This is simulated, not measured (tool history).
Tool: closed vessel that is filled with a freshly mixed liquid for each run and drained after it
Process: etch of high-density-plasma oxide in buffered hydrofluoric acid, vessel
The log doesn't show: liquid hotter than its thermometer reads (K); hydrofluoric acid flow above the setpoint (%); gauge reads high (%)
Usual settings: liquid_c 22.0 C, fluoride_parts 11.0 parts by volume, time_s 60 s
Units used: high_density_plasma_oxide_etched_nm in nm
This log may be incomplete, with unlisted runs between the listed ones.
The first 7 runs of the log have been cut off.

run,hour,liquid_c,fluoride_parts,time_s,wafers since the last listed run,hours since the thermometer was replaced,hours since the hydrofluoric acid flow meter was replaced,hours since the gauge calibration,"read-back film thickness of the high-density-plasma oxide reference wafer, read on the same gauge (nm)",high_density_plasma_oxide_etched_nm
8,355.7,22.0,11.0,60,5611,1596.9,2013.7,1369.8,82.10,70.88
9,398.6,22.0,11.0,35,5325,1639.8,2056.6,1412.7,82.33,41.56
10,461.6,22.0,11.0,35,7821,1702.8,2119.6,1475.7,82.67,42.00
11,501.1,23.5,11.0,60,4903,1742.3,2159.1,1515.2,82.88,78.01
# hour 542.2: hydrofluoric acid flow meter replaced
12,554.9,23.5,11.0,60,6554,1796.1,12.7,1569.0,83.19,77.67
# hour 582.6: gauge calibrated
13,601.3,23.5,11.0,60,5760,1842.5,59.1,18.7,80.47,75.95
14,669.4,22.0,11.0,60,8454,1910.6,127.2,86.8,80.49,70.21
15,719.8,22.0,11.0,60,6257,1961.0,177.6,137.2,80.53,69.31
16,774.7,22.0,11.0,60,6815,2015.9,232.5,192.1,80.57,70.08
17,839.6,22.0,12.5,60,8057,2080.8,297.4,257.0,80.60,61.70
18,895.3,24.5,11.0,80,6914,2136.5,353.1,312.7,80.67,105.23
19,935.5,18.0,9.5,90,4990,2176.7,393.3,352.9,80.71,94.94
20,970.7,18.5,13.0,90,4369,2211.9,428.5,388.1,80.75,73.08
21,1034.7,22.0,13.0,60,7945,2275.9,492.5,452.1,80.84,59.32
22,1066.9,22.0,11.0,60,3997,2308.1,524.7,484.3,80.89,70.02
# hour 1100.0: thermometer replaced
23,1107.1,18.0,11.0,60,4866,7.1,564.9,524.5,80.97,55.70
24,1147.4,25.5,11.0,60,5003,47.4,605.2,564.8,81.06,84.70
25,1202.5,22.0,11.0,60,6840,102.5,660.3,619.9,81.15,70.44
26,1272.7,24.5,7.0,75,8715,172.7,730.5,690.1,81.34,155.70
27,1315.0,17.0,11.0,75,5251,215.0,772.8,732.4,81.47,66.73
28,1370.2,19.5,9.0,45,6852,270.2,828.0,787.6,81.61,54.21
29,1401.8,22.0,11.0,60,3923,301.8,859.6,819.2,81.71,71.07
30,1447.8,17.5,8.0,35,5710,347.8,905.6,865.2,81.83,42.70
31,1478.2,27.0,15.5,50,3774,378.2,936.0,895.6,81.93,54.74

Predict the results of run 32:
32,1617.0,22.0,11.0,60,17231,517.0,1074.8,1034.4,?,?

For run 32 the tool returned read-back film thickness of the high-density-plasma oxide reference wafer, read on the same gauge (nm) 82.44, high_density_plasma_oxide_etched_nm 71.67 nm.
The same run, on a tool lacking any hidden state, would have yielded high_density_plasma_oxide_etched_nm 69.57 nm.
